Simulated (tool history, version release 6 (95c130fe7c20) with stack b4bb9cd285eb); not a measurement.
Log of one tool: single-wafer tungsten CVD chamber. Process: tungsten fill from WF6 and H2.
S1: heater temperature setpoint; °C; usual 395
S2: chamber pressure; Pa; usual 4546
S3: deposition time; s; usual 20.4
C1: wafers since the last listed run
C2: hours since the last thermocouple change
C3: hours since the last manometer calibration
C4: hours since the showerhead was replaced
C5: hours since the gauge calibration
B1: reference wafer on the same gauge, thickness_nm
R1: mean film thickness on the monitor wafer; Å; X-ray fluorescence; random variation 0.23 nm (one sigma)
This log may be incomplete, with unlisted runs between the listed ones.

run   hour   S1    S2    S3    C1      C2      C3      C4     C5      B1      R1
  1      0  395  4546  20.4     0  2164.1  1894.7  4284.5  246.9   59.81  616.84
  2   14.6  395  4546  20.4   504  2178.7  1909.3  4299.1  261.5  59.791  615.65
  3   47.9  399  4546  20.4  1151    2212  1942.6  4332.4  294.8  59.702  661.88
  4   68.7  395  4546  19.1   719  2232.8  1963.4  4353.2  315.6   59.83  573.35
  5   92.2  395  4546  19.1   812  2256.3  1986.9  4376.7  339.1  59.763  576.47
  6  123.4  395  4546  19.1  1079  2287.5  2018.1  4407.9  370.3  59.755  575.68
  7  140.8  395  4546  20.4   601  2304.9  2035.5  4425.3  387.7  59.891  622.37
     148.9  -- thermocouple changed; heater temperature recalibrated
  8  172.7  395  4546  20.4   826    23.8  2067.4  4457.2  419.6   59.92  552.58
     181.9  -- gauge calibrated
     189.1  -- capacitance manometer re-zeroed and calibrated
  9  189.6  395  5200  20.4   307    40.7     0.5  4474.1    7.7  59.867  580.42
 10  207.8  395  5200  20.4   629    58.9    18.7  4492.3   25.9  59.754  579.94
 11  228.4  381  5346  19.2   712    79.5    39.3  4512.9   46.5  59.856  435.97
 12  260.4  395  4546  20.4  1106   111.5    71.3  4544.9   78.5  59.803  558.38
     301.7  -- showerhead replaced
 13  302.2  399  5240  20.4  1169   153.3   113.1     0.5  120.3  59.754  625.66
 14  308.8  400  5600  20.4   228   159.9   119.7     7.1  126.9  59.878  659.42
 15  332.8  395  4546  20.4   830   183.9   143.7    31.1  150.9  59.806  563.14
 16  346.5  395  4546  20.4   473   197.6   157.4    44.8  164.6  59.797  565.09
 17  368.8  384  4053  20.4   771   219.9   179.7    67.1  186.9  59.742  449.88
 18  402.4  386  5040  24.3  1162   253.5   213.3   100.7  220.5  59.839  598.94
 19  414.7  395  4546    24   425   265.8   225.6     113  232.8  59.735  664.54
 20  436.8  390  5426  16.4   764   287.9   247.7   135.1  254.9   59.76  450.36
 21  459.1  395  4546  21.5   771   310.2     270   157.4  277.2   59.83  599.29

For each run, the measured value with the value that run would have given without the tool's hidden condition subtracted. The run-to-run variation is shared by both, the gauge scatter possibly not:
Hidden conditions of the tool in this case: wafer temperature above the value expected at the setpoint (K); true pressure above the setpoint (%); gauge reads high (%).
run      R1
  1  +71.89
  2   +71.8
  3  +75.19
  4  +67.05
  5  +67.49
  6  +67.49
  7  +73.02
  8    +5.7
  9   +7.31
 10   +8.69
 11   +8.16
 12  +12.04
 13  +16.36
 14  +17.31
 15  +16.78
 16  +17.66
 17   +15.9
 18  +23.14
 19  +25.31
 20  +18.32
 21  +25.28

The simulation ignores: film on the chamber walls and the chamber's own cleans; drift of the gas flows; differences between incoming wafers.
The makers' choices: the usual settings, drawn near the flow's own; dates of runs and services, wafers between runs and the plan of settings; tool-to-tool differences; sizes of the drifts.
